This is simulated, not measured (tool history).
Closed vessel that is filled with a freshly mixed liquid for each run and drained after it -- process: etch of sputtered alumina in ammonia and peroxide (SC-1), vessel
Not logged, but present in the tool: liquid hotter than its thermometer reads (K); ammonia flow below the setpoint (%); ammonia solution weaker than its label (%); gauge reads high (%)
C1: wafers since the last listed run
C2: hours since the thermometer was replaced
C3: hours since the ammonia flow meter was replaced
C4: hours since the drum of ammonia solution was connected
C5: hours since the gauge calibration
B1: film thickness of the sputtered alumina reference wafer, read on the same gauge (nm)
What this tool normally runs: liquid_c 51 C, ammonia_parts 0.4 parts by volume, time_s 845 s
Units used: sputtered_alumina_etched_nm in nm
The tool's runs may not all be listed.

{"run": 1, "day": 0.0, "liquid_c": 51, "ammonia_parts": 0.4, "time_s": 845, "C1": 0, "C2": 1604.3, "C3": 714.1, "C4": 544.8, "C5": 697.1, "B1": 70, "sputtered_alumina_etched_nm": 53.04}
{"run": 2, "day": 1.604, "liquid_c": 51, "ammonia_parts": 0.4, "time_s": 845, "C1": 1932, "C2": 1642.8, "C3": 752.6, "C4": 583.3, "C5": 735.6, "B1": 69.97, "sputtered_alumina_etched_nm": 52.75}
{"day": 4.6, "done": "ammonia flow meter replaced"}
{"run": 3, "day": 5.583, "liquid_c": 51, "ammonia_parts": 0.4, "time_s": 565, "C1": 4743, "C2": 1738.3, "C3": 23.6, "C4": 678.8, "C5": 831.1, "B1": 69.98, "sputtered_alumina_etched_nm": 35.42}
{"day": 6.742, "done": "new drum of ammonia solution connected"}
{"run": 4, "day": 9.8, "liquid_c": 51, "ammonia_parts": 0.4, "time_s": 565, "C1": 5029, "C2": 1839.5, "C3": 124.8, "C4": 73.4, "C5": 932.3, "B1": 69.98, "sputtered_alumina_etched_nm": 35.36}
{"run": 5, "day": 11.533, "liquid_c": 51, "ammonia_parts": 0.4, "time_s": 845, "C1": 2088, "C2": 1881.1, "C3": 166.4, "C4": 115, "C5": 973.9, "B1": 70, "sputtered_alumina_etched_nm": 53.69}
{"run": 6, "day": 15.329, "liquid_c": 51, "ammonia_parts": 0.4, "time_s": 845, "C1": 4572, "C2": 1972.2, "C3": 257.5, "C4": 206.1, "C5": 1065, "B1": 70.02, "sputtered_alumina_etched_nm": 53.48}
{"run": 7, "day": 18.229, "liquid_c": 51, "ammonia_parts": 0.4, "time_s": 845, "C1": 3493, "C2": 2041.8, "C3": 327.1, "C4": 275.7, "C5": 1134.6, "B1": 70.01, "sputtered_alumina_etched_nm": 53.8}
{"run": 8, "day": 21.138, "liquid_c": 51, "ammonia_parts": 0.4, "time_s": 845, "C1": 3503, "C2": 2111.6, "C3": 396.9, "C4": 345.5, "C5": 1204.4, "B1": 69.98, "sputtered_alumina_etched_nm": 53.38}
{"run": 9, "day": 22.725, "liquid_c": 51, "ammonia_parts": 0.4, "time_s": 845, "C1": 1912, "C2": 2149.7, "C3": 435, "C4": 383.6, "C5": 1242.5, "B1": 69.99, "sputtered_alumina_etched_nm": 53.69}
{"run": 10, "day": 26.721, "liquid_c": 51, "ammonia_parts": 0.4, "time_s": 845, "C1": 4813, "C2": 2245.6, "C3": 530.9, "C4": 479.5, "C5": 1338.4, "B1": 69.99, "sputtered_alumina_etched_nm": 53.63}
{"day": 29.029, "done": "thermometer replaced"}
{"run": 11, "day": 29.562, "liquid_c": 51, "ammonia_parts": 0.4, "time_s": 845, "C1": 3373, "C2": 12.8, "C3": 599.1, "C4": 547.7, "C5": 1406.6, "B1": 70.02, "sputtered_alumina_etched_nm": 50.81}
{"day": 30.633, "done": "new drum of ammonia solution connected"}
{"run": 12, "day": 33.138, "liquid_c": 51, "ammonia_parts": 0.4, "time_s": 845, "C1": 4256, "C2": 98.6, "C3": 684.9, "C4": 60.1, "C5": 1492.4, "B1": 69.99, "sputtered_alumina_etched_nm": 50.82}
{"run": 13, "day": 36.292, "liquid_c": 51, "ammonia_parts": 0.4, "time_s": 845, "C1": 3799, "C2": 174.3, "C3": 760.6, "C4": 135.8, "C5": 1568.1, "B1": 70.02, "sputtered_alumina_etched_nm": 50.88}
{"run": 14, "day": 38.742, "liquid_c": 45, "ammonia_parts": 0.5, "time_s": 1135, "C1": 2951, "C2": 233.1, "C3": 819.4, "C4": 194.6, "C5": 1626.9, "B1": 70, "sputtered_alumina_etched_nm": 50.08}
{"day": 39.142, "done": "ammonia flow meter replaced"}
{"day": 39.779, "done": "gauge calibrated"}
{"run": 15, "day": 42.988, "liquid_c": 45, "ammonia_parts": 0.25, "time_s": 980, "C1": 5064, "C2": 335, "C3": 92.3, "C4": 296.5, "C5": 77, "B1": 69.98, "sputtered_alumina_etched_nm": 40.86}
{"run": 16, "day": 45.85, "liquid_c": 51, "ammonia_parts": 0.5, "time_s": 845, "C1": 3448, "C2": 403.7, "C3": 161, "C4": 365.2, "C5": 145.7, "B1": 70.01, "sputtered_alumina_etched_nm": 52.48}
{"run": 17, "day": 47.967, "liquid_c": 56.5, "ammonia_parts": 0.25, "time_s": 1025, "C1": 2550, "C2": 454.5, "C3": 211.8, "C4": 416, "C5": 196.5, "B1": 70.04, "sputtered_alumina_etched_nm": 79.79}
{"run": 18, "day": 52.279, "liquid_c": 58, "ammonia_parts": 0.55, "time_s": 360, "C1": 5195, "C2": 558, "C3": 315.3, "C4": 519.5, "C5": 300, "B1": 70.01, "sputtered_alumina_etched_nm": 32.99}
{"run": 19, "day": 55.85, "liquid_c": 51, "ammonia_parts": 0.4, "time_s": 845, "C1": 4301, "C2": 643.7, "C3": 401, "C4": 605.2, "C5": 385.7, "B1": 70, "sputtered_alumina_etched_nm": 51.53}
{"day": 58.792, "done": "new drum of ammonia solution connected"}
{"run": 20, "day": 65.375, "liquid_c": 46, "ammonia_parts": 0.25, "time_s": 845, "C1": 11424, "C2": 872.3, "C3": 629.6, "C4": 158, "C5": 614.3, "B1": 69.95, "sputtered_alumina_etched_nm": 37.57}
{"run": 21, "day": 67.125, "liquid_c": 51, "ammonia_parts": 0.5, "time_s": 845, "C1": 2108, "C2": 914.3, "C3": 671.6, "C4": 200, "C5": 656.3, "B1": 69.98, "sputtered_alumina_etched_nm": 52.53}
{"run": 22, "day": 71.017, "liquid_c": 51, "ammonia_parts": 0.5, "time_s": 1300, "C1": 4688, "C2": 1007.7, "C3": 765, "C4": 293.4, "C5": 749.7, "B1": 69.96, "sputtered_alumina_etched_nm": 82.06}
{"run": 23, "day": 73.196, "liquid_c": 42, "ammonia_parts": 0.4, "time_s": 1115, "C1": 2625, "C2": 1060, "C3": 817.3, "C4": 345.7, "C5": 802, "B1": 69.98, "sputtered_alumina_etched_nm": 41.47}
{"day": 74.433, "done": "ammonia flow meter replaced"}
{"run": 24, "day": 74.838, "liquid_c": 42.5, "ammonia_parts": 0.3, "time_s": 845, "C1": 1927, "C2": 1099.4, "C3": 9.7, "C4": 385.1, "C5": 841.4, "B1": 70.05, "sputtered_alumina_etched_nm": 31.51}
{"day": 85.954, "done": "new drum of ammonia solution connected"}
{"run": 25, "day": 87.046, "liquid_c": 51, "ammonia_parts": 0.45, "time_s": 845, "C1": 14657, "C2": 1392.4, "C3": 302.7, "C4": 26.2, "C5": 1134.4, "B1": 70.01, "sputtered_alumina_etched_nm": 53.57}
{"run": 26, "day": 90.767, "liquid_c": 48.5, "ammonia_parts": 0.4, "time_s": 685, "C1": 4482, "C2": 1481.7, "C3": 392, "C4": 115.5, "C5": 1223.7, "B1": 69.98, "sputtered_alumina_etched_nm": 36.96}
{"day": 97.433, "done": "gauge calibrated"}
{"run": 27, "day": 99.962, "liquid_c": 41, "ammonia_parts": 0.55, "time_s": 1205, "C1": 11078, "C2": 1702.4, "C3": 612.7, "C4": 336.2, "C5": 60.7, "B1": 70, "sputtered_alumina_etched_nm": 44.36}
{"run": 28, "day": 103.292, "liquid_c": 55.5, "ammonia_parts": 0.2, "time_s": 660, "C1": 4010, "C2": 1782.3, "C3": 692.6, "C4": 416.1, "C5": 140.6, "B1": 70.04, "sputtered_alumina_etched_nm": 48.99}
{"run": 29, "day": 106.554, "liquid_c": 51, "ammonia_parts": 0.4, "time_s": 1180, "C1": 3930, "C2": 1860.6, "C3": 770.9, "C4": 494.4, "C5": 218.9, "B1": 69.96, "sputtered_alumina_etched_nm": 74.02}

Branching from run 29: 3 alternative next runs. What would each branch give?
{"run": "A", "day": 106.592, "liquid_c": 51, "ammonia_parts": 0.4, "time_s": 845, "C1": 45, "C2": 1861.5, "C3": 771.8, "C4": 495.3, "C5": 219.8, "B1": "?", "sputtered_alumina_etched_nm": "?"}
{"run": "B", "day": 106.592, "liquid_c": 46.5, "ammonia_parts": 0.25, "time_s": 845, "C1": 45, "C2": 1861.5, "C3": 771.8, "C4": 495.3, "C5": 219.8, "B1": "?", "sputtered_alumina_etched_nm": "?"}
{"run": "C", "day": 106.592, "liquid_c": 57.5, "ammonia_parts": 0.4, "time_s": 845, "C1": 45, "C2": 1861.5, "C3": 771.8, "C4": 495.3, "C5": 219.8, "B1": "?", "sputtered_alumina_etched_nm": "?"}

run=A B1=69.99 sputtered_alumina_etched_nm=52.96
run=B B1=69.99 sputtered_alumina_etched_nm=39.51
run=C B1=69.99 sputtered_alumina_etched_nm=74.78
Stripped of hidden state, with their random variation kept, the same runs would have yielded:
run=A sputtered_alumina_etched_nm=50.31
run=B sputtered_alumina_etched_nm=37.47
run=C sputtered_alumina_etched_nm=71.21
